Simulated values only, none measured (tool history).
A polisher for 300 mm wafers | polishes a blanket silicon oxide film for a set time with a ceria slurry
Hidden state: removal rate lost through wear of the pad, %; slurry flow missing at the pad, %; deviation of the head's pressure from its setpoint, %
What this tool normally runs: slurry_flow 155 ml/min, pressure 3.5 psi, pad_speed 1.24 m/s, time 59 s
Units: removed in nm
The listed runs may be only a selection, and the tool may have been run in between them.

run,day,slurry_flow,pressure,pad_speed,time,wafers since the last listed run,wafers polished on this pad,hours since the slurry nozzle was cleaned,hours since the head pressure was calibrated,"incoming thickness of the incoming film, nm",removed
1,0.000,155,3.5,1.24,59,0,1079,415.2,938.8,1013.3,369.2
# day 0.379: slurry nozzle cleaned
2,2.062,155,3.5,1.24,59,637,1716,40.4,988.3,1029.8,354.3
3,3.167,155,3.5,1.24,59,348,2065,66.9,1014.8,1000.8,354.0
4,5.862,155,3.5,1.24,59,850,2915,131.6,1079.5,1002.6,354.7
5,7.917,155,3.5,1.24,74,647,3563,180.9,1128.8,1029.8,440.6
6,9.192,155,4.2,1.24,59,402,3965,211.5,1159.4,1002.1,416.4
7,10.258,155,4.2,1.24,59,336,4302,237.1,1185.0,1013.5,409.8
# day 12.421: head pressure recalibrated
8,12.971,155,3.5,1.24,59,829,5131,302.2,13.2,1008.1,343.2
# day 14.275: worn pad replaced by a new one
9,15.017,155,3.5,1.24,59,592,234,351.3,62.3,1006.0,320.8
10,17.121,155,3.5,1.24,59,663,898,401.8,112.8,1010.3,320.2
# day 18.029: slurry nozzle cleaned
11,19.404,155,3.5,1.24,59,707,1605,33.0,167.6,1009.4,315.2
12,22.092,155,3.5,1.24,59,847,2452,97.5,232.1,1029.8,318.3
13,23.604,155,3.1,1.08,59,477,2929,133.8,268.4,1004.7,251.5
14,25.238,180,3.5,1.24,59,515,3445,173.0,307.6,1004.3,315.8
15,27.221,155,3.5,1.24,59,625,4070,220.6,355.2,1002.8,313.3
# day 28.479: worn pad replaced by a new one, repeated, since the last time left the tool worse
16,28.500,155,3.5,1.24,59,350,6,251.3,385.9,1021.7,368.5
17,29.867,155,2.8,1.24,54,431,437,284.1,418.7,1026.8,266.1
18,32.508,155,3.5,1.24,59,833,1270,347.5,482.1,1014.8,365.7
# day 33.208: slurry nozzle cleaned
19,35.446,200,4.7,0.88,44,913,2183,53.7,552.6,1022.1,279.8
20,36.954,155,3.5,1.24,59,475,2659,89.9,588.8,1011.3,364.7
21,39.862,155,3.5,1.24,59,917,3577,159.7,658.6,1000.1,364.1
22,41.288,205,3.5,1.24,72,449,4026,193.9,692.8,1002.0,436.0
23,43.779,170,3.5,1.38,59,785,4812,253.7,752.6,1028.6,389.3
24,45.829,155,3.5,1.24,59,646,5459,302.9,801.8,1027.9,347.3
# day 46.075: worn pad replaced by a new one
25,48.758,155,3.0,1.42,59,871,846,373.2,872.1,1013.1,351.5
# day 49.858: slurry nozzle cleaned
26,50.550,195,3.5,1.40,50,552,1398,16.6,915.1,1000.3,337.5
27,52.008,155,3.5,1.24,59,460,1858,51.6,950.1,1012.4,365.5
28,53.329,155,3.5,1.24,59,416,2275,83.3,981.8,1010.0,356.9
29,60.821,175,3.1,1.24,48,2363,4638,263.1,1161.6,1013.1,252.5
# day 63.121: worn pad replaced by a new one
# day 63.167: head pressure recalibrated
30,67.338,155,3.5,1.24,73,1988,1315,419.5,100.1,1016.1,447.8
# day 67.412: slurry nozzle cleaned
31,70.183,155,3.5,1.24,59,884,2199,66.5,168.4,1011.5,358.6
32,71.333,180,4.1,1.62,78,362,2562,94.1,196.0,1008.6,695.8
33,74.112,200,2.7,0.96,71,876,3439,160.8,262.7,1003.9,283.8
34,76.612,155,3.5,1.24,66,788,4227,220.8,322.7,1008.1,387.3
35,78.512,155,4.3,1.40,43,599,4827,266.4,368.3,1027.9,331.0
# day 79.488: worn pad replaced by a new one
36,82.779,195,3.5,1.24,59,1293,1037,368.8,470.7,996.0,367.5

Run-by-run hidden state of the tool:
slurry flow missing at the pad, %: 0 across all the runs
deviation of the head's pressure from its setpoint, %: 0 across all the runs
H1: removal rate lost through wear of the pad, %
run,H1
1,1.32
2,1.71
3,2
4,2.92
5,3.84
6,4.49
7,5.1
8,6.86
9,11.5
10,11.7
11,12.1
12,12.8
13,13.4
14,14.1
15,15.1
16,0.0692
17,0.111
18,0.419
19,1.11
20,1.62
21,2.86
22,3.6
23,5.11
24,6.55
25,1.4
26,1.68
27,2
28,2.38
29,5.93
30,1.18
31,1.88
32,2.25
33,3.4
34,4.72
35,5.91
36,1.04

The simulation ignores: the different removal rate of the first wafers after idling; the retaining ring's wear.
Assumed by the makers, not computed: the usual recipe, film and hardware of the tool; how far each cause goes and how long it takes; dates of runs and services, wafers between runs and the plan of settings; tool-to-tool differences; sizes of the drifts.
